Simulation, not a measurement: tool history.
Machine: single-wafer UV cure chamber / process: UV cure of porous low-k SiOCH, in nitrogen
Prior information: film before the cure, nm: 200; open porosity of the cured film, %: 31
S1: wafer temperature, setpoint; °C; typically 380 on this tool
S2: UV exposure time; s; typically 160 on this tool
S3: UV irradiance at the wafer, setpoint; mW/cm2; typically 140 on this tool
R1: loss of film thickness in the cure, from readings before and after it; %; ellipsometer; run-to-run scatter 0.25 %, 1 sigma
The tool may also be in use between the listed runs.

run	day	S1	S2	S3	R1
1	0.000	389	160	140	13.406
# day 1.438: quartz window cleaned
2	1.492	389	160	140	14.012
3	4.179	380	160	140	13.597
4	5.838	380	160	140	13.615
5	7.950	380	160	140	13.325
6	9.183	380	160	140	12.547
7	10.575	376	160	140	13.291
# day 12.138: quartz window cleaned
8	13.117	376	160	140	13.757
9	15.821	380	160	116	12.481
10	17.396	380	160	116	12.131
11	18.579	380	160	116	11.834
12	19.958	380	110	140	11.321
13	22.204	380	110	140	11.163
# day 22.796: quartz window cleaned
14	24.112	373	160	140	13.608
15	26.338	380	160	140	13.537

What does the tool deliver on the next run?
16	27.525	371	255	169	?

Run 16 gave R1 16.879 %.
With the hidden condition absent and the run-to-run variation left alone, this run would have shown R1 17.740 %.
